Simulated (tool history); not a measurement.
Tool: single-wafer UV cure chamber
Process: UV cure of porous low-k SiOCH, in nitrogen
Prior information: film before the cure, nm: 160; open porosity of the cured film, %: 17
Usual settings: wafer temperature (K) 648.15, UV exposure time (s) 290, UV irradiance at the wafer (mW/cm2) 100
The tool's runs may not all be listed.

run	hour	wafer temperature (K)	UV exposure time (s)	UV irradiance at the wafer (mW/cm2)	loss of film thickness in the cure (%)
1	0	648.15	290	100	13.296
2	12.3	648.15	290	100	13.26
3	21.3	657.15	290	100	13.469
4	31.5	657.15	290	100	13.511
5	43.6	648.15	290	120	14.183
6	55.5	648.15	290	100	13.202
7	65.9	648.15	290	100	13.404
8	74.1	648.15	290	130	14.742
9	83.8	637.15	290	100	13.125
10	93.8	648.15	290	117	14.204
11	108.1	648.15	290	100	13.423
12	123.9	658.15	390	68	13.063
13	143.6	648.15	290	100	13.508
14	156.6	648.15	290	113	13.738
15	182.3	648.15	290	100	13.293
16	193.8	661.15	290	84	12.693

The log once held 2 entries between its listed runs, left out of this copy. Where does each go, and what is different about the tool's unlogged condition between the listed run before it and the listed run after it?
In the gap between runs 10 and 11: UV bulbs replaced (hour 107.6)
  both runs share identical hidden conditions
In the gap between runs 12 and 13: quartz window cleaned (hour 143.1)
  both runs share identical hidden conditions
